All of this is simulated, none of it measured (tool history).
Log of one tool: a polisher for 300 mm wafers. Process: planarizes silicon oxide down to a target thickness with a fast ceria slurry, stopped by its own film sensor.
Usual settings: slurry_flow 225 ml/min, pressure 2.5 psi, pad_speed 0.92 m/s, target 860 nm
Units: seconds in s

run	day	slurry_flow	pressure	pad_speed	target	incoming thickness of the incoming film, nm	seconds
1	0.000	225	2.5	0.92	860	1668.6	67.5
2	0.825	225	2.5	0.92	860	1636.5	64.0
3	1.746	225	2.5	0.92	860	1644.3	68.3
4	2.525	225	1.9	0.92	860	1634.3	84.1
# day 2.933: worn pad replaced by a new one
5	3.754	225	1.9	0.92	860	1649.9	82.5
6	4.658	225	2.5	0.92	860	1675.5	67.7
7	6.029	225	2.5	0.92	860	1665.3	65.7
8	7.538	225	2.5	0.92	860	1669.2	68.9
9	8.800	225	2.5	0.92	860	1622.6	64.2
# day 9.375: worn pad replaced by a new one
10	11.388	225	2.5	0.92	860	1640.8	63.2
11	12.525	225	2.5	0.92	860	1640.3	64.0
12	13.050	225	3.0	0.80	860	1675.1	64.4
13	14.396	225	3.0	0.80	860	1633.8	61.5
# day 14.879: worn pad replaced by a new one
14	14.962	225	2.5	0.92	860	1639.7	58.5
15	16.292	190	2.5	0.92	860	1645.8	64.3
# day 16.662: head pressure recalibrated
16	17.542	300	3.2	0.76	860	1663.9	62.5
# day 17.883: slurry nozzle cleaned
17	18.896	225	1.9	0.92	860	1628.5	83.8
18	19.567	225	2.5	0.92	860	1657.5	67.6
19	20.083	225	2.5	1.10	673	1663.1	73.1
20	20.679	225	2.5	0.92	676	1647.6	81.9
21	21.308	225	2.5	0.92	860	1656.1	66.5
# day 21.612: worn pad replaced by a new one
22	22.300	295	2.5	0.92	860	1639.0	60.9
23	23.583	160	2.5	0.70	685	1663.8	109.1
24	24.746	295	2.5	0.68	1115	1644.0	56.0
25	26.112	295	2.9	0.92	860	1657.4	56.8
# day 28.121: worn pad replaced by a new one
26	28.454	225	1.9	0.84	1064	1616.0	59.4

The next listed run, before its measurement:
27	29.904	225	2.5	0.66	1037	1656.6	?

{"run 27": {"seconds": 66.1}}
Without the tool's hidden state the same run would have given seconds 62.1 s.
